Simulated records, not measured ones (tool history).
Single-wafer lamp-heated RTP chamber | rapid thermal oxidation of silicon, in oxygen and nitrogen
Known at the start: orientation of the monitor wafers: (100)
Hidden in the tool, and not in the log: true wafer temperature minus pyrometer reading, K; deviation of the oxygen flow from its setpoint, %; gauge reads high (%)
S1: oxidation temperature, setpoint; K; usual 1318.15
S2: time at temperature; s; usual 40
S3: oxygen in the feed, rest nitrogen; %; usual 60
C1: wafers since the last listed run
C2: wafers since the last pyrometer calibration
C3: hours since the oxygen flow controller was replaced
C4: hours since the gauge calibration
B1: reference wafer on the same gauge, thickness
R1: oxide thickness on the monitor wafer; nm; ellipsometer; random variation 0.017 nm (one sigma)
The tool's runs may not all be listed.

Run 1, hour 0: usual settings; C1 0; C2 2157; C3 4107.2; C4 100.5; B1 6.501. Result: R1 6.103 nm.
Run 2, hour 11.1: usual settings; C1 114; C2 2272; C3 4118.3; C4 111.6; B1 6.505. Result: R1 6.101 nm.
Run 3, hour 19.6: usual settings; C1 87; C2 2360; C3 4126.8; C4 120.1; B1 6.502. Result: R1 6.085 nm.
Run 4, hour 27.6: usual settings; C1 82; C2 2442; C3 4134.8; C4 128.1; B1 6.502. Result: R1 6.137 nm.
Run 5, hour 42.8: usual settings; C1 157; C2 2599; C3 4150; C4 143.3; B1 6.498. Result: R1 6.132 nm.
Run 6, hour 52: usual settings; C1 95; C2 2694; C3 4159.2; C4 152.5; B1 6.497. Result: R1 6.134 nm.
Run 7, hour 65.9: usual settings; C1 143; C2 2838; C3 4173.1; C4 166.4; B1 6.498. Result: R1 6.163 nm.
Run 8, hour 82: usual settings; C1 166; C2 3004; C3 4189.2; C4 182.5; B1 6.492. Result: R1 6.168 nm.
Run 9, hour 89.4: usual settings; C1 76; C2 3081; C3 4196.6; C4 189.9; B1 6.501. Result: R1 6.173 nm.
Run 10, hour 104.4: usual settings; C1 154; C2 3236; C3 4211.6; C4 204.9; B1 6.498. Result: R1 6.19 nm.
Run 11, hour 141.4: usual settings but S3 75 %; C1 382; C2 3618; C3 4248.6; C4 241.9; B1 6.506. Result: R1 6.694 nm.
Run 12, hour 148.4: usual settings but S3 75 %; C1 72; C2 3690; C3 4255.6; C4 248.9; B1 6.498. Result: R1 6.737 nm.
At hour 159.4: pyrometer window cleaned and pyrometer calibrated.
Run 13, hour 165.4: usual settings but S3 42 %; C1 92; C2 62; C3 4272.6; C4 265.9; B1 6.507. Result: R1 5.746 nm.
At hour 176.6: oxygen flow controller replaced.
Run 14, hour 177.1: usual settings but S1 1329.15 K, S2 58 s; C1 38; C2 100; C3 0.5; C4 277.6; B1 6.5. Result: R1 8.213 nm.
Run 15, hour 182.3: usual settings; C1 53; C2 154; C3 5.7; C4 282.8; B1 6.498. Result: R1 6.509 nm.
Run 16, hour 192.4: usual settings but S3 83 %; C1 104; C2 258; C3 15.8; C4 292.9; B1 6.5. Result: R1 7.259 nm.
At hour 203.8: pyrometer window cleaned and pyrometer calibrated, repeated, since the last time left the tool worse.
Run 17, hour 205.6: usual settings but S2 25 s; C1 53; C2 18; C3 29; C4 306.1; B1 6.493. Result: R1 4.969 nm.
Run 18, hour 222.6: usual settings but S1 1346.15 K, S2 34 s, S3 33 %; C1 175; C2 194; C3 46; C4 323.1; B1 6.498. Result: R1 5.487 nm.
At hour 227.4: gauge calibrated.
Run 19, hour 239.6: usual settings but S1 1305.15 K, S2 29 s, S3 69 %; C1 175; C2 369; C3 63; C4 12.2; B1 6.511. Result: R1 5.031 nm.
Run 20, hour 256.1: usual settings; C1 170; C2 540; C3 79.5; C4 28.7; B1 6.501. Result: R1 6.023 nm.
Run 21, hour 266.8: usual settings but S1 1292.15 K, S2 31 s, S3 40 %; C1 110; C2 650; C3 90.2; C4 39.4; B1 6.503. Result: R1 3.999 nm.
Run 22, hour 278.1: usual settings but S1 1295.15 K, S2 58 s, S3 84 %; C1 116; C2 767; C3 101.5; C4 50.7; B1 6.486. Result: R1 6.792 nm.
Run 23, hour 285.5: usual settings but S2 35 s, S3 86 %; C1 76; C2 844; C3 108.9; C4 58.1; B1 6.508. Result: R1 6.471 nm.
Run 24, hour 303.2: usual settings but S2 47 s; C1 182; C2 1026; C3 126.6; C4 75.8; B1 6.498. Result: R1 6.465 nm.
Run 25, hour 310.3: usual settings; C1 73; C2 1100; C3 133.7; C4 82.9; B1 6.504. Result: R1 6.046 nm.

Forecast each of these 3 alternatives for the next run:
Run A, hour 310.8: usual settings; C1 5; C2 1105; C3 134.2; C4 83.4; B1 ?. Result: R1 ?.
Run B, hour 310.8: usual settings but S1 1331.15 K, S3 82 %; C1 5; C2 1105; C3 134.2; C4 83.4; B1 ?. Result: R1 ?.
Run C, hour 310.8: usual settings but S1 1330.15 K; C1 5; C2 1105; C3 134.2; C4 83.4; B1 ?. Result: R1 ?.

run     B1     R1
  A  6.507  6.043
  B  6.507  7.364
  C  6.507  6.553
Without the tool's hidden state the same runs would have given:
run     R1
  A  6.023
  B  7.339
  C  6.531
